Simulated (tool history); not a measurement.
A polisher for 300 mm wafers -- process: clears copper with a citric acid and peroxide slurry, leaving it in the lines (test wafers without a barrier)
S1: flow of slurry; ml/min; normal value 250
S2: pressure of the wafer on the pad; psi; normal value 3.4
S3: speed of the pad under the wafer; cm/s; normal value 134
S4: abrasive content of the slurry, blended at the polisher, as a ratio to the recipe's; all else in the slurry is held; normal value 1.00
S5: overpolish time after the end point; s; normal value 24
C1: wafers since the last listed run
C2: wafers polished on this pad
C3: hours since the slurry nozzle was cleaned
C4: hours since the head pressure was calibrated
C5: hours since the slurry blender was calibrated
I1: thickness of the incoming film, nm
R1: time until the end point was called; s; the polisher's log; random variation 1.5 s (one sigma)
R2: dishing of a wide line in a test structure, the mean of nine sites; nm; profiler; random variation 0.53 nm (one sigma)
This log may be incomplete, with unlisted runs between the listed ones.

run   hour   S1   S2   S3    S4  S5    C1    C2     C3     C4     C5     I1     R1    R2
  1    0.0  250  3.4  134  1.00  24     0  2176  133.8  591.0  591.6  389.5  101.0  47.6
      15.0  -- head pressure recalibrated
      33.6  -- slurry blender recalibrated, repeated, since the last time left the tool worse
  2   70.9  180  3.4  134  1.00  24   398  2575  204.7   55.9   37.3  388.7   93.6  50.3
  3  103.2  225  3.4   90  1.10  14   192  2767  237.0   88.2   69.6  383.9  127.0  25.3
  4  153.3  250  3.4  134  1.00  24   298  3065  287.1  138.3  119.7  385.8   86.1  51.6
     240.6  -- worn pad replaced by a new one
  5  345.1  250  3.4  134  1.00  24  1118   622  478.9  330.1  311.5  389.4   89.1  52.5
     521.1  -- slurry nozzle cleaned
  6  547.6  250  3.4  134  1.00  24  1200  1823   26.5  532.6  514.0  391.8   90.8  50.4
     561.1  -- head pressure recalibrated
  7  604.7  250  3.4  134  1.15  24   328  2151   83.6   43.6  571.1  392.5   88.5  51.3
     660.5  -- slurry blender recalibrated
  8  695.5  325  3.4   96  0.85  16   529  2680  174.4  134.4   35.0  385.9  124.7  29.2
  9  757.6  250  3.4  134  1.00  13   369  3050  236.5  196.5   97.1  389.1   89.7  32.2
 10  797.2  225  4.4  134  1.15  13   235  3286  276.1  236.1  136.7  396.6   68.1  41.0
 11  843.7  250  3.4  144  1.00  24   277  3563  322.6  282.6  183.2  387.2   83.4  54.7
     886.6  -- worn pad replaced by a new one
 12  887.1  250  3.7  134  1.00  24   234     3  366.0  326.0  226.6  392.5   82.8  54.5
 13  938.8  250  3.4  146  1.00  24   308   311  417.7  377.7  278.3  390.0   84.6  55.6
 14  975.6  250  3.4  134  1.00  24   219   530  454.5  414.5  315.1  385.7   87.9  51.3

Predict the results of run 15:
 15  1021.8  250  3.4  158  1.00  24  275  805  500.7  460.7  361.3  390.8   ?   ?

{"run 15": {"R1": 74.1, "R2": 57.5}}
With the hidden condition absent and the run-to-run variation left alone, this run would have shown R1 73.1 s, R2 58.0 nm.
